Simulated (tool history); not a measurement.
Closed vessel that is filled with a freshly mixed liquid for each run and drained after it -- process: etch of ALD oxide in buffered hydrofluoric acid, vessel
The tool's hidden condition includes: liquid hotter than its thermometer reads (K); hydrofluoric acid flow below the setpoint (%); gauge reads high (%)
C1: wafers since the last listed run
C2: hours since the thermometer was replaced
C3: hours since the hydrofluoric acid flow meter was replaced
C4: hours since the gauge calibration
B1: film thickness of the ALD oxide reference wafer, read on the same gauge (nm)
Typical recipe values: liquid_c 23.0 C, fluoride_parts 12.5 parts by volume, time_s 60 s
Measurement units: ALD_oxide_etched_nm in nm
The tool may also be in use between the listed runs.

{"run": 1, "day": 0.0, "liquid_c": 23.0, "fluoride_parts": 12.5, "time_s": 60, "C1": 0, "C2": 1221.4, "C3": 739.2, "C4": 1.3, "B1": 70.01, "ALD_oxide_etched_nm": 130.91}
{"run": 2, "day": 1.554, "liquid_c": 23.0, "fluoride_parts": 12.5, "time_s": 60, "C1": 3238, "C2": 1258.7, "C3": 776.5, "C4": 38.6, "B1": 69.98, "ALD_oxide_etched_nm": 127.83}
{"run": 3, "day": 3.896, "liquid_c": 23.0, "fluoride_parts": 12.5, "time_s": 60, "C1": 4879, "C2": 1314.9, "C3": 832.7, "C4": 94.8, "B1": 70.0, "ALD_oxide_etched_nm": 129.02}
{"run": 4, "day": 7.25, "liquid_c": 20.0, "fluoride_parts": 12.5, "time_s": 75, "C1": 6988, "C2": 1395.4, "C3": 913.2, "C4": 175.3, "B1": 70.01, "ALD_oxide_etched_nm": 136.92}
{"run": 5, "day": 9.212, "liquid_c": 20.0, "fluoride_parts": 12.5, "time_s": 75, "C1": 4089, "C2": 1442.5, "C3": 960.3, "C4": 222.4, "B1": 70.0, "ALD_oxide_etched_nm": 137.45}
{"run": 6, "day": 13.538, "liquid_c": 20.0, "fluoride_parts": 12.5, "time_s": 75, "C1": 9011, "C2": 1546.3, "C3": 1064.1, "C4": 326.2, "B1": 70.0, "ALD_oxide_etched_nm": 136.38}
{"run": 7, "day": 17.588, "liquid_c": 23.0, "fluoride_parts": 11.0, "time_s": 40, "C1": 8438, "C2": 1643.5, "C3": 1161.3, "C4": 423.4, "B1": 70.0, "ALD_oxide_etched_nm": 98.0}
{"run": 8, "day": 19.288, "liquid_c": 23.0, "fluoride_parts": 11.0, "time_s": 40, "C1": 3542, "C2": 1684.3, "C3": 1202.1, "C4": 464.2, "B1": 70.0, "ALD_oxide_etched_nm": 97.98}
{"run": 9, "day": 20.875, "liquid_c": 21.5, "fluoride_parts": 12.5, "time_s": 60, "C1": 3307, "C2": 1722.4, "C3": 1240.2, "C4": 502.3, "B1": 70.0, "ALD_oxide_etched_nm": 118.65}
{"run": 10, "day": 22.692, "liquid_c": 23.0, "fluoride_parts": 12.5, "time_s": 85, "C1": 3785, "C2": 1766.0, "C3": 1283.8, "C4": 545.9, "B1": 70.0, "ALD_oxide_etched_nm": 183.61}
{"run": 11, "day": 25.138, "liquid_c": 21.0, "fluoride_parts": 17.0, "time_s": 90, "C1": 5096, "C2": 1824.7, "C3": 1342.5, "C4": 604.6, "B1": 70.0, "ALD_oxide_etched_nm": 128.07}
{"run": 12, "day": 29.0, "liquid_c": 19.0, "fluoride_parts": 12.5, "time_s": 60, "C1": 8048, "C2": 1917.4, "C3": 1435.2, "C4": 697.3, "B1": 70.01, "ALD_oxide_etched_nm": 102.7}
{"day": 30.15, "done": "hydrofluoric acid flow meter replaced"}
{"run": 13, "day": 31.288, "liquid_c": 20.5, "fluoride_parts": 12.5, "time_s": 40, "C1": 4679, "C2": 1972.3, "C3": 27.3, "C4": 752.2, "B1": 70.0, "ALD_oxide_etched_nm": 75.41}
{"day": 31.588, "done": "gauge calibrated"}
{"day": 34.933, "done": "thermometer replaced"}
{"run": 14, "day": 35.696, "liquid_c": 28.0, "fluoride_parts": 9.5, "time_s": 60, "C1": 9098, "C2": 18.3, "C3": 133.1, "C4": 98.6, "B1": 70.02, "ALD_oxide_etched_nm": 220.82}
{"run": 15, "day": 38.858, "liquid_c": 23.0, "fluoride_parts": 12.5, "time_s": 60, "C1": 6589, "C2": 94.2, "C3": 209.0, "C4": 174.5, "B1": 69.99, "ALD_oxide_etched_nm": 128.9}
{"run": 16, "day": 42.696, "liquid_c": 23.0, "fluoride_parts": 12.5, "time_s": 60, "C1": 7996, "C2": 186.3, "C3": 301.1, "C4": 266.6, "B1": 69.99, "ALD_oxide_etched_nm": 129.87}
{"run": 17, "day": 47.112, "liquid_c": 23.0, "fluoride_parts": 12.5, "time_s": 60, "C1": 9202, "C2": 292.3, "C3": 407.1, "C4": 372.6, "B1": 70.01, "ALD_oxide_etched_nm": 128.47}
{"run": 18, "day": 48.875, "liquid_c": 26.5, "fluoride_parts": 12.5, "time_s": 60, "C1": 3672, "C2": 334.6, "C3": 449.4, "C4": 414.9, "B1": 70.0, "ALD_oxide_etched_nm": 156.81}
{"run": 19, "day": 53.129, "liquid_c": 23.0, "fluoride_parts": 14.5, "time_s": 60, "C1": 8864, "C2": 436.7, "C3": 551.5, "C4": 517.0, "B1": 69.99, "ALD_oxide_etched_nm": 111.65}
{"run": 20, "day": 56.946, "liquid_c": 23.0, "fluoride_parts": 10.5, "time_s": 60, "C1": 7952, "C2": 528.3, "C3": 643.1, "C4": 608.6, "B1": 70.01, "ALD_oxide_etched_nm": 152.29}

Below are 5 alternative next runs, each starting from the tool's condition after run 20. Predict each:
{"run": "A", "day": 56.975, "liquid_c": 23.0, "fluoride_parts": 12.5, "time_s": 60, "C1": 60, "C2": 529.0, "C3": 643.8, "C4": 609.3, "B1": "?", "ALD_oxide_etched_nm": "?"}
{"run": "B", "day": 56.975, "liquid_c": 24.5, "fluoride_parts": 8.5, "time_s": 90, "C1": 60, "C2": 529.0, "C3": 643.8, "C4": 609.3, "B1": "?", "ALD_oxide_etched_nm": "?"}
{"run": "C", "day": 56.975, "liquid_c": 18.5, "fluoride_parts": 16.0, "time_s": 85, "C1": 60, "C2": 529.0, "C3": 643.8, "C4": 609.3, "B1": "?", "ALD_oxide_etched_nm": "?"}
{"run": "D", "day": 56.975, "liquid_c": 20.0, "fluoride_parts": 10.0, "time_s": 30, "C1": 60, "C2": 529.0, "C3": 643.8, "C4": 609.3, "B1": "?", "ALD_oxide_etched_nm": "?"}
{"run": "E", "day": 56.975, "liquid_c": 23.0, "fluoride_parts": 12.5, "time_s": 45, "C1": 60, "C2": 529.0, "C3": 643.8, "C4": 609.3, "B1": "?", "ALD_oxide_etched_nm": "?"}

run=A B1=70.01 ALD_oxide_etched_nm=129.54
run=B B1=70.01 ALD_oxide_etched_nm=298.07
run=C B1=70.01 ALD_oxide_etched_nm=112.03
run=D B1=70.01 ALD_oxide_etched_nm=68.18
run=E B1=70.01 ALD_oxide_etched_nm=97.15
Without the tool's unlogged condition, the same runs would have read:
run=A ALD_oxide_etched_nm=129.54
run=B ALD_oxide_etched_nm=298.07
run=C ALD_oxide_etched_nm=112.03
run=D ALD_oxide_etched_nm=68.18
run=E ALD_oxide_etched_nm=97.15
